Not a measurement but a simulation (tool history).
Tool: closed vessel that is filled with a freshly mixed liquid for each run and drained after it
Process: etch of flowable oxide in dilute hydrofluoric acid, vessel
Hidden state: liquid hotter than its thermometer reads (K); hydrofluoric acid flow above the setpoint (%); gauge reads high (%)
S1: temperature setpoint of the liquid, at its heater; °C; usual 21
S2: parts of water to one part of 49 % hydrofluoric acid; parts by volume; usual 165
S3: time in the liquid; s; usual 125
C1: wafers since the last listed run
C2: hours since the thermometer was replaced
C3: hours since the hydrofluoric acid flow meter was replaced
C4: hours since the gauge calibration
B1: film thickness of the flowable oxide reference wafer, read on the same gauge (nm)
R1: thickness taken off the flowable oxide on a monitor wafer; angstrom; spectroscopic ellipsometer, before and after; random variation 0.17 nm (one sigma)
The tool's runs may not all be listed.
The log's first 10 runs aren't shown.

{"run": 11, "day": 9.312, "S1": 21, "S2": 165, "S3": 125, "C1": 1602, "C2": 1672.1, "C3": 1142.5, "C4": 463.8, "B1": 59.34, "R1": 176.1}
{"run": 12, "day": 10.733, "S1": 23, "S2": 165, "S3": 125, "C1": 2314, "C2": 1706.2, "C3": 1176.6, "C4": 497.9, "B1": 59.3, "R1": 188.6}
{"run": 13, "day": 11.525, "S1": 23, "S2": 165, "S3": 125, "C1": 1289, "C2": 1725.2, "C3": 1195.6, "C4": 516.9, "B1": 59.18, "R1": 194.3}
{"run": 14, "day": 12.5, "S1": 23, "S2": 165, "S3": 125, "C1": 1588, "C2": 1748.6, "C3": 1219, "C4": 540.3, "B1": 59.13, "R1": 185.9}
{"run": 15, "day": 13.333, "S1": 21, "S2": 165, "S3": 125, "C1": 1357, "C2": 1768.6, "C3": 1239, "C4": 560.3, "B1": 59.09, "R1": 175.4}
{"run": 16, "day": 14.829, "S1": 21, "S2": 165, "S3": 125, "C1": 2436, "C2": 1804.5, "C3": 1274.9, "C4": 596.2, "B1": 58.99, "R1": 173.4}
{"run": 17, "day": 16.138, "S1": 19.5, "S2": 90, "S3": 160, "C1": 2131, "C2": 1835.9, "C3": 1306.3, "C4": 627.6, "B1": 58.86, "R1": 418.9}
{"day": 17.204, "done": "thermometer replaced"}
{"run": 18, "day": 17.533, "S1": 21, "S2": 140, "S3": 175, "C1": 2206, "C2": 7.9, "C3": 1339.8, "C4": 661.1, "B1": 58.71, "R1": 297.3}
{"run": 19, "day": 19.0, "S1": 21, "S2": 125, "S3": 155, "C1": 2389, "C2": 43.1, "C3": 1375, "C4": 696.3, "B1": 58.61, "R1": 299.4}
{"run": 20, "day": 20.096, "S1": 18, "S2": 165, "S3": 80, "C1": 1785, "C2": 69.4, "C3": 1401.3, "C4": 722.6, "B1": 58.48, "R1": 98.1}
{"run": 21, "day": 21.592, "S1": 24.5, "S2": 225, "S3": 60, "C1": 2436, "C2": 105.3, "C3": 1437.2, "C4": 758.5, "B1": 58.3, "R1": 66}
{"day": 21.817, "done": "hydrofluoric acid flow meter replaced"}
{"run": 22, "day": 22.471, "S1": 23, "S2": 240, "S3": 175, "C1": 1364, "C2": 126.4, "C3": 15.7, "C4": 779.6, "B1": 58.25, "R1": 167.7}
{"run": 23, "day": 23.846, "S1": 24.5, "S2": 235, "S3": 60, "C1": 2240, "C2": 159.4, "C3": 48.7, "C4": 812.6, "B1": 58.09, "R1": 61.4}
{"run": 24, "day": 25.038, "S1": 21, "S2": 165, "S3": 125, "C1": 1941, "C2": 188, "C3": 77.3, "C4": 841.2, "B1": 57.94, "R1": 173.7}
{"run": 25, "day": 25.717, "S1": 17, "S2": 165, "S3": 125, "C1": 1106, "C2": 204.3, "C3": 93.6, "C4": 857.5, "B1": 57.86, "R1": 147.8}
{"run": 26, "day": 26.662, "S1": 25.5, "S2": 215, "S3": 125, "C1": 1540, "C2": 227, "C3": 116.3, "C4": 880.2, "B1": 57.8, "R1": 150.8}
{"day": 26.788, "done": "gauge calibrated"}
{"run": 27, "day": 28.088, "S1": 21, "S2": 165, "S3": 125, "C1": 2321, "C2": 261.2, "C3": 150.5, "C4": 31.2, "B1": 60.01, "R1": 174.7}
{"run": 28, "day": 29.242, "S1": 17, "S2": 240, "S3": 105, "C1": 1880, "C2": 288.9, "C3": 178.2, "C4": 58.9, "B1": 59.99, "R1": 83}
{"run": 29, "day": 29.867, "S1": 24.5, "S2": 100, "S3": 190, "C1": 1018, "C2": 303.9, "C3": 193.2, "C4": 73.9, "B1": 59.99, "R1": 552.7}
{"run": 30, "day": 30.808, "S1": 21, "S2": 130, "S3": 65, "C1": 1534, "C2": 326.5, "C3": 215.8, "C4": 96.5, "B1": 60.03, "R1": 121.8}
{"run": 31, "day": 35.179, "S1": 21, "S2": 165, "S3": 125, "C1": 7120, "C2": 431.4, "C3": 320.7, "C4": 201.4, "B1": 59.84, "R1": 178.5}
{"run": 32, "day": 35.696, "S1": 21, "S2": 245, "S3": 125, "C1": 841, "C2": 443.8, "C3": 333.1, "C4": 213.8, "B1": 59.81, "R1": 110.5}

4 ways to go on from here, each from the tool as it stands after run 32. What would each give?
{"run": "A", "day": 35.725, "S1": 21, "S2": 165, "S3": 95, "C1": 47, "C2": 444.5, "C3": 333.8, "C4": 214.5, "B1": "?", "R1": "?"}
{"run": "B", "day": 35.725, "S1": 23, "S2": 90, "S3": 80, "C1": 47, "C2": 444.5, "C3": 333.8, "C4": 214.5, "B1": "?", "R1": "?"}
{"run": "C", "day": 35.725, "S1": 21, "S2": 165, "S3": 60, "C1": 47, "C2": 444.5, "C3": 333.8, "C4": 214.5, "B1": "?", "R1": "?"}
{"run": "D", "day": 35.725, "S1": 21, "S2": 125, "S3": 125, "C1": 47, "C2": 444.5, "C3": 333.8, "C4": 214.5, "B1": "?", "R1": "?"}

run=A B1=59.86 R1=135.8
run=B B1=59.86 R1=246.9
run=C B1=59.86 R1=85.8
run=D B1=59.86 R1=246.2
Without the tool's hidden state the same runs would have given:
run=A R1=136.1
run=B R1=247.5
run=C R1=86
run=D R1=246.7
